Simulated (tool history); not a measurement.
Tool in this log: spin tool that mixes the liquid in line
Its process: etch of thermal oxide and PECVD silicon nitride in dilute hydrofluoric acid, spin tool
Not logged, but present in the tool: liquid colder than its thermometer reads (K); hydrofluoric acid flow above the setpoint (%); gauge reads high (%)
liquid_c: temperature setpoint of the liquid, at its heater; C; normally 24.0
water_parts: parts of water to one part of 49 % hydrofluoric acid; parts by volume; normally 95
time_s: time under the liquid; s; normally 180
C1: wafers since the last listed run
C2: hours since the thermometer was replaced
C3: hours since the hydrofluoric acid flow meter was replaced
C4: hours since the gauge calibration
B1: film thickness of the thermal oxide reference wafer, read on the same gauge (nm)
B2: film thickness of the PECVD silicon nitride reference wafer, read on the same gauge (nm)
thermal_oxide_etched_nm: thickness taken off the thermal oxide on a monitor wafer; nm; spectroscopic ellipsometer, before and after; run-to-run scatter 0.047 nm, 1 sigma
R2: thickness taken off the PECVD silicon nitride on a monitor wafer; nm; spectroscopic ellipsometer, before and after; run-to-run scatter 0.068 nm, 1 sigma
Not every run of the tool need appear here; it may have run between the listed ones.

{"run": 1, "hour": 0.0, "liquid_c": 24.0, "water_parts": 95, "time_s": 180, "C1": 0, "C2": 452.1, "C3": 25.4, "C4": 1156.0, "B1": 110.0, "B2": 80.0, "thermal_oxide_etched_nm": 10.59, "R2": 12.76}
{"run": 2, "hour": 65.5, "liquid_c": 24.0, "water_parts": 95, "time_s": 180, "C1": 389, "C2": 517.6, "C3": 90.9, "C4": 1221.5, "B1": 109.99, "B2": 80.0, "thermal_oxide_etched_nm": 10.54, "R2": 12.61}
{"run": 3, "hour": 171.5, "liquid_c": 26.0, "water_parts": 70, "time_s": 180, "C1": 630, "C2": 623.6, "C3": 196.9, "C4": 1327.5, "B1": 110.01, "B2": 80.01, "thermal_oxide_etched_nm": 16.1, "R2": 19.65}
{"run": 4, "hour": 253.8, "liquid_c": 26.0, "water_parts": 70, "time_s": 180, "C1": 489, "C2": 705.9, "C3": 279.2, "C4": 1409.8, "B1": 110.0, "B2": 80.0, "thermal_oxide_etched_nm": 16.13, "R2": 19.57}
{"hour": 288.8, "done": "thermometer replaced"}
{"hour": 449.1, "done": "hydrofluoric acid flow meter replaced, repeated, since the last time left the tool worse"}
{"run": 5, "hour": 554.8, "liquid_c": 26.0, "water_parts": 70, "time_s": 180, "C1": 1778, "C2": 266.0, "C3": 105.7, "C4": 1710.8, "B1": 109.99, "B2": 80.0, "thermal_oxide_etched_nm": 14.28, "R2": 17.47}
{"run": 6, "hour": 612.1, "liquid_c": 24.0, "water_parts": 75, "time_s": 180, "C1": 340, "C2": 323.3, "C3": 163.0, "C4": 1768.1, "B1": 110.0, "B2": 80.02, "thermal_oxide_etched_nm": 12.27, "R2": 14.52}
{"run": 7, "hour": 706.3, "liquid_c": 21.5, "water_parts": 60, "time_s": 180, "C1": 560, "C2": 417.5, "C3": 257.2, "C4": 1862.3, "B1": 110.02, "B2": 80.0, "thermal_oxide_etched_nm": 14.12, "R2": 15.18}
{"run": 8, "hour": 764.6, "liquid_c": 21.0, "water_parts": 95, "time_s": 215, "C1": 346, "C2": 475.8, "C3": 315.5, "C4": 1920.6, "B1": 110.0, "B2": 80.0, "thermal_oxide_etched_nm": 10.0, "R2": 11.3}
{"run": 9, "hour": 861.8, "liquid_c": 24.0, "water_parts": 140, "time_s": 180, "C1": 578, "C2": 573.0, "C3": 412.7, "C4": 2017.8, "B1": 109.99, "B2": 79.98, "thermal_oxide_etched_nm": 6.12, "R2": 7.87}
{"hour": 905.9, "done": "thermometer replaced"}
{"run": 10, "hour": 986.4, "liquid_c": 24.0, "water_parts": 120, "time_s": 250, "C1": 735, "C2": 80.5, "C3": 537.3, "C4": 2142.4, "B1": 110.0, "B2": 79.99, "thermal_oxide_etched_nm": 10.3, "R2": 12.7}
{"hour": 989.1, "done": "gauge calibrated"}
{"run": 11, "hour": 1093.0, "liquid_c": 24.0, "water_parts": 95, "time_s": 180, "C1": 634, "C2": 187.1, "C3": 643.9, "C4": 103.9, "B1": 110.02, "B2": 79.98, "thermal_oxide_etched_nm": 9.6, "R2": 11.7}
{"run": 12, "hour": 1190.8, "liquid_c": 24.0, "water_parts": 95, "time_s": 180, "C1": 581, "C2": 284.9, "C3": 741.7, "C4": 201.7, "B1": 110.01, "B2": 80.0, "thermal_oxide_etched_nm": 9.65, "R2": 11.68}
{"run": 13, "hour": 1276.4, "liquid_c": 24.0, "water_parts": 95, "time_s": 180, "C1": 509, "C2": 370.5, "C3": 827.3, "C4": 287.3, "B1": 110.01, "B2": 79.96, "thermal_oxide_etched_nm": 9.61, "R2": 11.65}
{"run": 14, "hour": 1364.4, "liquid_c": 26.0, "water_parts": 130, "time_s": 90, "C1": 523, "C2": 458.5, "C3": 915.3, "C4": 375.3, "B1": 110.02, "B2": 80.0, "thermal_oxide_etched_nm": 3.68, "R2": 4.88}
{"run": 15, "hour": 1443.3, "liquid_c": 20.5, "water_parts": 120, "time_s": 215, "C1": 469, "C2": 537.4, "C3": 994.2, "C4": 454.2, "B1": 109.99, "B2": 80.01, "thermal_oxide_etched_nm": 7.76, "R2": 8.9}
{"run": 16, "hour": 1533.1, "liquid_c": 20.5, "water_parts": 55, "time_s": 115, "C1": 534, "C2": 627.2, "C3": 1084.0, "C4": 544.0, "B1": 109.99, "B2": 80.0, "thermal_oxide_etched_nm": 9.77, "R2": 10.16}
{"hour": 1692.7, "done": "thermometer replaced"}
{"run": 17, "hour": 1820.5, "liquid_c": 21.5, "water_parts": 60, "time_s": 180, "C1": 1703, "C2": 127.8, "C3": 1371.4, "C4": 831.4, "B1": 109.98, "B2": 80.0, "thermal_oxide_etched_nm": 14.81, "R2": 15.83}
{"run": 18, "hour": 1865.8, "liquid_c": 25.5, "water_parts": 75, "time_s": 250, "C1": 269, "C2": 173.1, "C3": 1416.7, "C4": 876.7, "B1": 110.02, "B2": 80.0, "thermal_oxide_etched_nm": 18.86, "R2": 23.12}
{"run": 19, "hour": 1992.1, "liquid_c": 29.0, "water_parts": 55, "time_s": 150, "C1": 751, "C2": 299.4, "C3": 1543.0, "C4": 1003.0, "B1": 110.0, "B2": 80.0, "thermal_oxide_etched_nm": 18.31, "R2": 23.8}
{"run": 20, "hour": 2059.5, "liquid_c": 28.5, "water_parts": 45, "time_s": 280, "C1": 400, "C2": 366.8, "C3": 1610.4, "C4": 1070.4, "B1": 109.98, "B2": 80.01, "thermal_oxide_etched_nm": 41.68, "R2": 52.53}
{"run": 21, "hour": 2126.5, "liquid_c": 21.5, "water_parts": 110, "time_s": 90, "C1": 398, "C2": 433.8, "C3": 1677.4, "C4": 1137.4, "B1": 110.02, "B2": 80.0, "thermal_oxide_etched_nm": 3.83, "R2": 4.37}
{"run": 22, "hour": 2219.4, "liquid_c": 24.0, "water_parts": 95, "time_s": 220, "C1": 552, "C2": 526.7, "C3": 1770.3, "C4": 1230.3, "B1": 109.98, "B2": 80.01, "thermal_oxide_etched_nm": 12.21, "R2": 14.74}
{"run": 23, "hour": 2284.9, "liquid_c": 19.5, "water_parts": 135, "time_s": 180, "C1": 389, "C2": 592.2, "C3": 1835.8, "C4": 1295.8, "B1": 110.03, "B2": 80.02, "thermal_oxide_etched_nm": 5.63, "R2": 6.32}
{"hour": 2290.2, "done": "hydrofluoric acid flow meter replaced"}
{"run": 24, "hour": 2357.9, "liquid_c": 27.5, "water_parts": 70, "time_s": 180, "C1": 428, "C2": 665.2, "C3": 67.7, "C4": 1368.8, "B1": 110.01, "B2": 80.0, "thermal_oxide_etched_nm": 15.31, "R2": 19.51}
{"run": 25, "hour": 2414.3, "liquid_c": 24.0, "water_parts": 130, "time_s": 120, "C1": 335, "C2": 721.6, "C3": 124.1, "C4": 1425.2, "B1": 109.99, "B2": 80.0, "thermal_oxide_etched_nm": 4.41, "R2": 5.63}
{"hour": 2436.0, "done": "thermometer replaced"}
{"run": 26, "hour": 2514.3, "liquid_c": 24.0, "water_parts": 95, "time_s": 180, "C1": 588, "C2": 78.3, "C3": 224.1, "C4": 1525.2, "B1": 109.98, "B2": 79.99, "thermal_oxide_etched_nm": 9.47, "R2": 11.39}

The tool's hidden state at each run:
liquid colder than its thermometer reads (K): 0 in every run
gauge reads high (%): 0 in every run
H1: hydrofluoric acid flow above the setpoint (%)
run=1 H1=11.2
run=2 H1=11.4
run=3 H1=11.7
run=4 H1=12
run=5 H1=0.741
run=6 H1=0.928
run=7 H1=1.24
run=8 H1=1.43
run=9 H1=1.74
run=10 H1=2.15
run=11 H1=2.5
run=12 H1=2.82
run=13 H1=3.1
run=14 H1=3.39
run=15 H1=3.64
run=16 H1=3.94
run=17 H1=4.88
run=18 H1=5.02
run=19 H1=5.44
run=20 H1=5.66
run=21 H1=5.88
run=22 H1=6.18
run=23 H1=6.39
run=24 H1=0.616
run=25 H1=0.8
run=26 H1=1.13
